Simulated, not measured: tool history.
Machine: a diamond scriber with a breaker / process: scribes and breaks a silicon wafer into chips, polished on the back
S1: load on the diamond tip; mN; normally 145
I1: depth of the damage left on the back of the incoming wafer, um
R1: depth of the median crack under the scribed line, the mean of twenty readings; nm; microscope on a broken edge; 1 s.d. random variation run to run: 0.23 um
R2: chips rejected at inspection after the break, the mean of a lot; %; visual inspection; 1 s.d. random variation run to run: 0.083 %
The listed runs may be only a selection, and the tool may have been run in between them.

Run 1, hour 0.0: usual settings but S1 114 mN; I1 0.04. Result: R1 10780 nm, R2 12.21 %.
Run 2, hour 93.9: usual settings but S1 177 mN; I1 0.05. Result: R1 16320 nm, R2 24.20 %.
Run 3, hour 139.3: usual settings but S1 177 mN; I1 0.02. Result: R1 16190 nm, R2 27.07 %.
Run 4, hour 208.8: usual settings but S1 177 mN; I1 0.04. Result: R1 16200 nm, R2 28.94 %.
Run 5, hour 308.4: usual settings but S1 167 mN; I1 0.02. Result: R1 15790 nm, R2 22.15 %.
Run 6, hour 361.4: usual settings but S1 167 mN; I1 0.01. Result: R1 15910 nm, R2 21.74 %.
Run 7, hour 443.0: usual settings but S1 115 mN; I1 0.04. Result: R1 11840 nm, R2 4.28 %.
Run 8, hour 499.9: usual settings but S1 115 mN; I1 0.03. Result: R1 11560 nm, R2 3.91 %.
At hour 510.8: diamond tip replaced by a new one.
Run 9, hour 576.8: usual settings but S1 115 mN; I1 0.02. Result: R1 11830 nm, R2 3.16 %.
At hour 640.5: load on the tip recalibrated.
Run 10, hour 644.4: usual settings but S1 175 mN; I1 0.03. Result: R1 14580 nm, R2 13.73 %.
Run 11, hour 716.2: usual settings but S1 175 mN; I1 0.03. Result: R1 14670 nm, R2 11.42 %.
Run 12, hour 791.3: usual settings but S1 175 mN; I1 0.04. Result: R1 14750 nm, R2 12.77 %.
Run 13, hour 874.4: usual settings but S1 134 mN; I1 0.02. Result: R1 11700 nm, R2 3.02 %.
Run 14, hour 977.6: usual settings but S1 120 mN; I1 0.02. Result: R1 10510 nm, R2 12.81 %.
Run 15, hour 1112.2: usual settings but S1 120 mN; I1 0.04. Result: R1 10660 nm, R2 10.32 %.
Run 16, hour 1201.3: usual settings; I1 0.03. Result: R1 12630 nm, R2 1.60 %.
At hour 1237.4: diamond tip replaced by a new one.
Run 17, hour 1304.2: usual settings but S1 174 mN; I1 0.03. Result: R1 15240 nm, R2 13.85 %.
Run 18, hour 1398.0: usual settings but S1 102 mN; I1 0.03. Result: R1 8890 nm, R2 33.39 %.
Run 19, hour 1466.0: usual settings; I1 0.01. Result: R1 13080 nm, R2 2.43 %.
Run 20, hour 1528.7: usual settings but S1 180 mN; I1 0.04. Result: R1 15950 nm, R2 23.48 %.
Run 21, hour 1631.2: usual settings; I1 0.02. Result: R1 13180 nm, R2 3.18 %.
Run 22, hour 1721.3: usual settings but S1 162 mN; I1 0.02. Result: R1 14730 nm, R2 14.02 %.
Run 23, hour 1789.8: usual settings; I1 0.04. Result: R1 14130 nm, R2 5.15 %.
At hour 1796.4: diamond tip replaced by a new one.
At hour 1883.9: load on the tip recalibrated.
Run 24, hour 1892.0: usual settings but S1 170 mN; I1 0.02. Result: R1 14920 nm, R2 9.42 %.
Run 25, hour 1977.1: usual settings but S1 166 mN; I1 0.05. Result: R1 13960 nm, R2 7.85 %.
Run 26, hour 2056.8: usual settings but S1 158 mN; I1 0.04. Result: R1 13640 nm, R2 4.40 %.
Run 27, hour 2114.7: usual settings but S1 128 mN; I1 0.03. Result: R1 11480 nm, R2 5.80 %.
Run 28, hour 2196.4: usual settings but S1 168 mN; I1 0.05. Result: R1 14750 nm, R2 8.89 %.
Run 29, hour 2302.1: usual settings but S1 183 mN; I1 0.04. Result: R1 16160 nm, R2 20.65 %.
Run 30, hour 2355.4: usual settings but S1 185 mN; I1 0.03. Result: R1 16110 nm, R2 20.84 %.
At hour 2436.5: diamond tip replaced by a new one.
Run 31, hour 2437.0: usual settings but S1 125 mN; I1 0.04. Result: R1 11190 nm, R2 6.90 %.
Run 32, hour 2536.5: usual settings but S1 106 mN; I1 0.01. Result: R1 9460 nm, R2 27.45 %.

State the hidden condition of the tool at each of the runs:
share of the diamond tip's cutting effectiveness lost through wear, %: 0 in every run
H1: deviation of the load on the tip from its setpoint, %
run     H1
  1   8.22
  2   9.66
  3   10.4
  4   11.6
  5   13.5
  6   14.5
  7   16.3
  8   17.5
  9   19.3
 10  0.565
 11   0.61
 12  0.745
 13  0.999
 14   1.47
 15   2.33
 16   3.06
 17   4.06
 18   5.11
 19   5.97
 20   6.82
 21   8.34
 22   9.82
 23     11
 24  0.454
 25  0.522
 26   0.69
 27  0.875
 28   1.23
 29   1.84
 30   2.21
 31   2.88
 32   3.83
